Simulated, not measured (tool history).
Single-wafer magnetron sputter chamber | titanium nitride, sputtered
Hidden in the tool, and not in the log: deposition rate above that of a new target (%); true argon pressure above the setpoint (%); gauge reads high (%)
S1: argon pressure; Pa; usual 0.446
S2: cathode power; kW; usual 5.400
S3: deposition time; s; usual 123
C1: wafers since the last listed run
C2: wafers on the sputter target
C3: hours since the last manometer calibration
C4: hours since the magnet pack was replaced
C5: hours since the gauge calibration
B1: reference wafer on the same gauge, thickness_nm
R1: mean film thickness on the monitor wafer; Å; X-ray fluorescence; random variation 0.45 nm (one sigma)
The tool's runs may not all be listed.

run 1 hour=0.0 | S1=0.446 S2=5.400 S3=123 | C1=0 C2=4165 C3=1016.8 C4=8294.7 C5=2120.8 | B1=103.334 | R1=1259.88
run 2 hour=63.1 | S1=0.446 S2=5.400 S3=123 | C1=887 C2=5053 C3=1079.9 C4=8357.8 C5=2183.9 | B1=103.260 | R1=1259.87
run 3 hour=117.8 | S1=0.446 S2=5.400 S3=123 | C1=769 C2=5822 C3=1134.6 C4=8412.5 C5=2238.6 | B1=103.404 | R1=1257.40
run 4 hour=179.6 | S1=0.446 S2=5.400 S3=123 | C1=869 C2=6692 C3=1196.4 C4=8474.3 C5=2300.4 | B1=103.401 | R1=1258.86
-- hour=221.5 gauge calibrated
run 5 hour=237.7 | S1=0.446 S2=5.400 S3=123 | C1=817 C2=7509 C3=1254.5 C4=8532.4 C5=16.2 | B1=107.634 | R1=1315.22
run 6 hour=287.8 | S1=0.446 S2=5.400 S3=135 | C1=704 C2=8214 C3=1304.6 C4=8582.5 C5=66.3 | B1=107.467 | R1=1438.80
run 7 hour=335.4 | S1=0.376 S2=5.400 S3=123 | C1=669 C2=8884 C3=1352.2 C4=8630.1 C5=113.9 | B1=107.200 | R1=1362.10
-- hour=347.2 sputter target and shields replaced
run 8 hour=403.5 | S1=0.376 S2=5.400 S3=123 | C1=845 C2=792 C3=1420.3 C4=8698.2 C5=182.0 | B1=106.882 | R1=1367.49
-- hour=451.3 capacitance manometer re-zeroed and calibrated
run 9 hour=462.1 | S1=0.376 S2=5.400 S3=123 | C1=711 C2=1504 C3=10.8 C4=8756.8 C5=240.6 | B1=106.776 | R1=1350.85
run 10 hour=543.4 | S1=0.446 S2=5.400 S3=123 | C1=1143 C2=2647 C3=92.1 C4=8838.1 C5=321.9 | B1=106.300 | R1=1299.27
run 11 hour=586.4 | S1=0.446 S2=5.400 S3=123 | C1=604 C2=3252 C3=135.1 C4=8881.1 C5=364.9 | B1=106.012 | R1=1306.22
run 12 hour=641.7 | S1=0.446 S2=5.400 S3=123 | C1=778 C2=4030 C3=190.4 C4=8936.4 C5=420.2 | B1=106.023 | R1=1295.61
run 13 hour=738.4 | S1=0.584 S2=6.650 S3=134 | C1=1360 C2=5391 C3=287.1 C4=9033.1 C5=516.9 | B1=105.475 | R1=1590.31
run 14 hour=831.0 | S1=0.446 S2=5.400 S3=123 | C1=1302 C2=6694 C3=379.7 C4=9125.7 C5=609.5 | B1=105.275 | R1=1293.95
-- hour=911.6 magnet pack replaced
run 15 hour=937.7 | S1=0.524 S2=5.400 S3=123 | C1=1388 C2=8082 C3=486.4 C4=26.1 C5=716.2 | B1=104.966 | R1=1223.10
run 16 hour=981.1 | S1=0.340 S2=4.400 S3=123 | C1=610 C2=8693 C3=529.8 C4=69.5 C5=759.6 | B1=105.014 | R1=1123.53
-- hour=1000.1 sputter target and shields replaced
run 17 hour=1040.3 | S1=0.446 S2=5.400 S3=123 | C1=720 C2=564 C3=589.0 C4=128.7 C5=818.8 | B1=105.040 | R1=1292.60
run 18 hour=1076.4 | S1=0.577 S2=5.400 S3=111 | C1=507 C2=1072 C3=625.1 C4=164.8 C5=854.9 | B1=105.082 | R1=1073.94
run 19 hour=1154.0 | S1=0.579 S2=4.300 S3=123 | C1=1091 C2=2164 C3=702.7 C4=242.4 C5=932.5 | B1=104.848 | R1=938.31
run 20 hour=1238.9 | S1=0.607 S2=4.150 S3=123 | C1=1194 C2=3359 C3=787.6 C4=327.3 C5=1017.4 | B1=104.648 | R1=887.89
run 21 hour=1278.5 | S1=0.446 S2=5.400 S3=123 | C1=557 C2=3916 C3=827.2 C4=366.9 C5=1057.0 | B1=104.344 | R1=1276.30
run 22 hour=1361.3 | S1=0.322 S2=4.850 S3=112 | C1=1164 C2=5081 C3=910.0 C4=449.7 C5=1139.8 | B1=104.291 | R1=1133.78
run 23 hour=1404.0 | S1=0.590 S2=6.550 S3=123 | C1=600 C2=5682 C3=952.7 C4=492.4 C5=1182.5 | B1=104.230 | R1=1412.01
run 24 hour=1496.4 | S1=0.585 S2=4.650 S3=123 | C1=1300 C2=6982 C3=1045.1 C4=584.8 C5=1274.9 | B1=104.228 | R1=1006.23
run 25 hour=1540.7 | S1=0.446 S2=5.400 S3=130 | C1=623 C2=7605 C3=1089.4 C4=629.1 C5=1319.2 | B1=104.236 | R1=1348.70
run 26 hour=1602.0 | S1=0.446 S2=5.400 S3=123 | C1=862 C2=8467 C3=1150.7 C4=690.4 C5=1380.5 | B1=104.193 | R1=1265.88
-- hour=1641.6 sputter target and shields replaced
run 27 hour=1662.7 | S1=0.446 S2=4.650 S3=146 | C1=741 C2=296 C3=1211.4 C4=751.1 C5=1441.2 | B1=104.115 | R1=1301.11
run 28 hour=1728.7 | S1=0.446 S2=5.400 S3=123 | C1=928 C2=1225 C3=1277.4 C4=817.1 C5=1507.2 | B1=104.131 | R1=1268.70
-- hour=1742.8 capacitance manometer re-zeroed and calibrated
run 29 hour=1796.1 | S1=0.446 S2=5.400 S3=123 | C1=835 C2=2060 C3=53.3 C4=884.5 C5=1574.6 | B1=103.878 | R1=1270.23
run 30 hour=1896.5 | S1=0.617 S2=5.400 S3=123 | C1=1412 C2=3473 C3=153.7 C4=984.9 C5=1675.0 | B1=104.024 | R1=1141.00
run 31 hour=1986.0 | S1=0.446 S2=6.200 S3=129 | C1=1259 C2=4732 C3=243.2 C4=1074.4 C5=1764.5 | B1=103.741 | R1=1530.37
run 32 hour=2035.1 | S1=0.446 S2=4.100 S3=123 | C1=690 C2=5423 C3=292.3 C4=1123.5 C5=1813.6 | B1=103.830 | R1=972.88
run 33 hour=2083.3 | S1=0.446 S2=5.400 S3=123 | C1=678 C2=6101 C3=340.5 C4=1171.7 C5=1861.8 | B1=103.772 | R1=1264.99
-- hour=2175.4 sputter target and shields replaced
run 34 hour=2183.9 | S1=0.446 S2=5.400 S3=130 | C1=1302 C2=119 C3=441.1 C4=1272.3 C5=1962.4 | B1=103.677 | R1=1343.76
run 35 hour=2224.0 | S1=0.506 S2=6.200 S3=123 | C1=564 C2=683 C3=481.2 C4=1312.4 C5=2002.5 | B1=103.893 | R1=1400.94

The tool's hidden state at each run:
deposition rate above that of a new target (%): 0 in every run
true argon pressure above the setpoint (%): 0 in every run
H1: gauge reads high (%)
run=1 H1=-4.36
run=2 H1=-4.38
run=3 H1=-4.39
run=4 H1=-4.4
run=5 H1=-0.273
run=6 H1=-0.53
run=7 H1=-0.759
run=8 H1=-1.06
run=9 H1=-1.3
run=10 H1=-1.6
run=11 H1=-1.75
run=12 H1=-1.92
run=13 H1=-2.2
run=14 H1=-2.43
run=15 H1=-2.67
run=16 H1=-2.75
run=17 H1=-2.86
run=18 H1=-2.92
run=19 H1=-3.05
run=20 H1=-3.17
run=21 H1=-3.22
run=22 H1=-3.32
run=23 H1=-3.37
run=24 H1=-3.46
run=25 H1=-3.5
run=26 H1=-3.56
run=27 H1=-3.6
run=28 H1=-3.65
run=29 H1=-3.7
run=30 H1=-3.75
run=31 H1=-3.8
run=32 H1=-3.82
run=33 H1=-3.84
run=34 H1=-3.88
run=35 H1=-3.9
